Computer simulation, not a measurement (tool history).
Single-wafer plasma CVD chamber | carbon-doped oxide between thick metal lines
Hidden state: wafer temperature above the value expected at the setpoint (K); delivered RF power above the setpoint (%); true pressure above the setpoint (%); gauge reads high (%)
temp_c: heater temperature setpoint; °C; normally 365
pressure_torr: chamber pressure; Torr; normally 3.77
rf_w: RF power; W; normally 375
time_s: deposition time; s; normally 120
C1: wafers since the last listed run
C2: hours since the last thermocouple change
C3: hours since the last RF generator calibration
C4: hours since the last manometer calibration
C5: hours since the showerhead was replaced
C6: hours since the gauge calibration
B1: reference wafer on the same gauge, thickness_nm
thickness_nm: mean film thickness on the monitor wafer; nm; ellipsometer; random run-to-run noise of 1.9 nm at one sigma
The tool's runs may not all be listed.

{"run": 1, "day": 0.0, "temp_c": 358, "pressure_torr": 3.77, "rf_w": 375, "time_s": 120, "C1": 0, "C2": 2177, "C3": 1592.3, "C4": 1651.6, "C5": 4880.9, "C6": 653.9, "B1": 499.898, "thickness_nm": 445.781}
{"run": 2, "day": 1.167, "temp_c": 358, "pressure_torr": 3.77, "rf_w": 375, "time_s": 120, "C1": 295, "C2": 2205, "C3": 1620.3, "C4": 1679.6, "C5": 4908.9, "C6": 681.9, "B1": 499.568, "thickness_nm": 447.453}
{"run": 3, "day": 2.112, "temp_c": 365, "pressure_torr": 3.77, "rf_w": 375, "time_s": 120, "C1": 239, "C2": 2227.7, "C3": 1643, "C4": 1702.3, "C5": 4931.6, "C6": 704.6, "B1": 500.051, "thickness_nm": 440.505}
{"run": 4, "day": 2.692, "temp_c": 365, "pressure_torr": 3.77, "rf_w": 375, "time_s": 120, "C1": 146, "C2": 2241.6, "C3": 1656.9, "C4": 1716.2, "C5": 4945.5, "C6": 718.5, "B1": 499.614, "thickness_nm": 440.028}
{"run": 5, "day": 3.783, "temp_c": 365, "pressure_torr": 3.77, "rf_w": 375, "time_s": 120, "C1": 276, "C2": 2267.8, "C3": 1683.1, "C4": 1742.4, "C5": 4971.7, "C6": 744.7, "B1": 499.551, "thickness_nm": 439.968}
{"run": 6, "day": 6.879, "temp_c": 365, "pressure_torr": 3.77, "rf_w": 375, "time_s": 120, "C1": 784, "C2": 2342.1, "C3": 1757.4, "C4": 1816.7, "C5": 5046, "C6": 819, "B1": 499.792, "thickness_nm": 441.329}
{"run": 7, "day": 8.188, "temp_c": 365, "pressure_torr": 3.77, "rf_w": 375, "time_s": 120, "C1": 331, "C2": 2373.5, "C3": 1788.8, "C4": 1848.1, "C5": 5077.4, "C6": 850.4, "B1": 499.457, "thickness_nm": 437.555}
{"run": 8, "day": 8.892, "temp_c": 365, "pressure_torr": 3.77, "rf_w": 375, "time_s": 120, "C1": 178, "C2": 2390.4, "C3": 1805.7, "C4": 1865, "C5": 5094.3, "C6": 867.3, "B1": 500.127, "thickness_nm": 440.093}
{"run": 9, "day": 12.458, "temp_c": 365, "pressure_torr": 4.12, "rf_w": 375, "time_s": 120, "C1": 903, "C2": 2476, "C3": 1891.3, "C4": 1950.6, "C5": 5179.9, "C6": 952.9, "B1": 499.928, "thickness_nm": 448.854}
{"day": 13.296, "done": "RF generator calibrated"}
{"run": 10, "day": 13.317, "temp_c": 365, "pressure_torr": 4.12, "rf_w": 375, "time_s": 120, "C1": 132, "C2": 2496.6, "C3": 0.5, "C4": 1971.2, "C5": 5200.5, "C6": 973.5, "B1": 499.646, "thickness_nm": 466.84}
{"day": 13.892, "done": "thermocouple changed; heater temperature recalibrated"}
{"run": 11, "day": 13.904, "temp_c": 365, "pressure_torr": 4.12, "rf_w": 375, "time_s": 120, "C1": 64, "C2": 0.3, "C3": 14.6, "C4": 1985.3, "C5": 5214.6, "C6": 987.6, "B1": 500.869, "thickness_nm": 470.861}
{"day": 14.504, "done": "showerhead replaced, of another model than before"}
{"day": 14.525, "done": "gauge calibrated"}
{"run": 12, "day": 14.617, "temp_c": 365, "pressure_torr": 3.77, "rf_w": 375, "time_s": 120, "C1": 96, "C2": 17.4, "C3": 31.7, "C4": 2002.4, "C5": 2.7, "C6": 2.2, "B1": 500.453, "thickness_nm": 459.292}
{"run": 13, "day": 15.467, "temp_c": 365, "pressure_torr": 4.12, "rf_w": 375, "time_s": 120, "C1": 215, "C2": 37.8, "C3": 52.1, "C4": 2022.8, "C5": 23.1, "C6": 22.6, "B1": 499.49, "thickness_nm": 459.222}
{"run": 14, "day": 16.412, "temp_c": 372, "pressure_torr": 3.42, "rf_w": 410, "time_s": 120, "C1": 239, "C2": 60.5, "C3": 74.8, "C4": 2045.5, "C5": 45.8, "C6": 45.3, "B1": 500.4, "thickness_nm": 479.28}
{"run": 15, "day": 17.529, "temp_c": 359, "pressure_torr": 3.77, "rf_w": 375, "time_s": 120, "C1": 282, "C2": 87.3, "C3": 101.6, "C4": 2072.3, "C5": 72.6, "C6": 72.1, "B1": 499.726, "thickness_nm": 456.774}
{"run": 16, "day": 19.012, "temp_c": 365, "pressure_torr": 3.77, "rf_w": 420, "time_s": 120, "C1": 375, "C2": 122.9, "C3": 137.2, "C4": 2107.9, "C5": 108.2, "C6": 107.7, "B1": 500.397, "thickness_nm": 500.871}
{"day": 19.675, "done": "capacitance manometer re-zeroed and calibrated"}
{"run": 17, "day": 19.9, "temp_c": 365, "pressure_torr": 3.77, "rf_w": 375, "time_s": 120, "C1": 140, "C2": 144.2, "C3": 158.5, "C4": 5.4, "C5": 129.5, "C6": 129, "B1": 500.279, "thickness_nm": 454.851}
{"run": 18, "day": 20.529, "temp_c": 357, "pressure_torr": 3.77, "rf_w": 420, "time_s": 120, "C1": 159, "C2": 159.3, "C3": 173.6, "C4": 20.5, "C5": 144.6, "C6": 144.1, "B1": 500.475, "thickness_nm": 507.544}
{"run": 19, "day": 22.038, "temp_c": 365, "pressure_torr": 3.77, "rf_w": 375, "time_s": 120, "C1": 381, "C2": 195.5, "C3": 209.8, "C4": 56.7, "C5": 180.8, "C6": 180.3, "B1": 500.284, "thickness_nm": 448.895}
{"run": 20, "day": 22.596, "temp_c": 365, "pressure_torr": 4.43, "rf_w": 375, "time_s": 120, "C1": 141, "C2": 208.9, "C3": 223.2, "C4": 70.1, "C5": 194.2, "C6": 193.7, "B1": 500.235, "thickness_nm": 460.863}
{"run": 21, "day": 23.908, "temp_c": 365, "pressure_torr": 3.77, "rf_w": 405, "time_s": 120, "C1": 332, "C2": 240.4, "C3": 254.7, "C4": 101.6, "C5": 225.7, "C6": 225.2, "B1": 499.992, "thickness_nm": 477.532}
{"run": 22, "day": 24.425, "temp_c": 378, "pressure_torr": 2.86, "rf_w": 445, "time_s": 120, "C1": 130, "C2": 252.8, "C3": 267.1, "C4": 114, "C5": 238.1, "C6": 237.6, "B1": 500.767, "thickness_nm": 491.864}
{"run": 23, "day": 25.217, "temp_c": 370, "pressure_torr": 3.77, "rf_w": 310, "time_s": 139, "C1": 200, "C2": 271.8, "C3": 286.1, "C4": 133, "C5": 257.1, "C6": 256.6, "B1": 500.971, "thickness_nm": 426.811}
{"run": 24, "day": 26.05, "temp_c": 365, "pressure_torr": 3.77, "rf_w": 375, "time_s": 138, "C1": 211, "C2": 291.8, "C3": 306.1, "C4": 153, "C5": 277.1, "C6": 276.6, "B1": 500.231, "thickness_nm": 509.421}
{"run": 25, "day": 27.442, "temp_c": 371, "pressure_torr": 4.18, "rf_w": 375, "time_s": 141, "C1": 352, "C2": 325.2, "C3": 339.5, "C4": 186.4, "C5": 310.5, "C6": 310, "B1": 500, "thickness_nm": 520.151}
{"run": 26, "day": 28.254, "temp_c": 365, "pressure_torr": 3.77, "rf_w": 375, "time_s": 109, "C1": 205, "C2": 344.7, "C3": 359, "C4": 205.9, "C5": 330, "C6": 329.5, "B1": 499.394, "thickness_nm": 405.178}
{"run": 27, "day": 29.492, "temp_c": 357, "pressure_torr": 4.47, "rf_w": 375, "time_s": 136, "C1": 313, "C2": 374.4, "C3": 388.7, "C4": 235.6, "C5": 359.7, "C6": 359.2, "B1": 499.765, "thickness_nm": 518.929}

Here are 5 independent what-if runs from the current tool condition. What would each one return?
{"run": "A", "day": 29.508, "temp_c": 376, "pressure_torr": 3.77, "rf_w": 375, "time_s": 120, "C1": 4, "C2": 374.8, "C3": 389.1, "C4": 236, "C5": 360.1, "C6": 359.6, "B1": "?", "thickness_nm": "?"}
{"run": "B", "day": 29.508, "temp_c": 350, "pressure_torr": 3.03, "rf_w": 345, "time_s": 131, "C1": 4, "C2": 374.8, "C3": 389.1, "C4": 236, "C5": 360.1, "C6": 359.6, "B1": "?", "thickness_nm": "?"}
{"run": "C", "day": 29.508, "temp_c": 365, "pressure_torr": 4.64, "rf_w": 375, "time_s": 110, "C1": 4, "C2": 374.8, "C3": 389.1, "C4": 236, "C5": 360.1, "C6": 359.6, "B1": "?", "thickness_nm": "?"}
{"run": "D", "day": 29.508, "temp_c": 355, "pressure_torr": 3.77, "rf_w": 335, "time_s": 103, "C1": 4, "C2": 374.8, "C3": 389.1, "C4": 236, "C5": 360.1, "C6": 359.6, "B1": "?", "thickness_nm": "?"}
{"run": "E", "day": 29.508, "temp_c": 365, "pressure_torr": 3.77, "rf_w": 375, "time_s": 131, "C1": 4, "C2": 374.8, "C3": 389.1, "C4": 236, "C5": 360.1, "C6": 359.6, "B1": "?", "thickness_nm": "?"}

run=A B1=500.423 thickness_nm=433.823
run=B B1=500.423 thickness_nm=451.27
run=C B1=500.423 thickness_nm=416.734
run=D B1=500.423 thickness_nm=349.721
run=E B1=500.423 thickness_nm=483.105
With the hidden condition removed and each run's random variation left untouched, the same runs would have given:
run=A thickness_nm=454.1
run=B thickness_nm=472.362
run=C thickness_nm=436.212
run=D thickness_nm=366.229
run=E thickness_nm=505.686
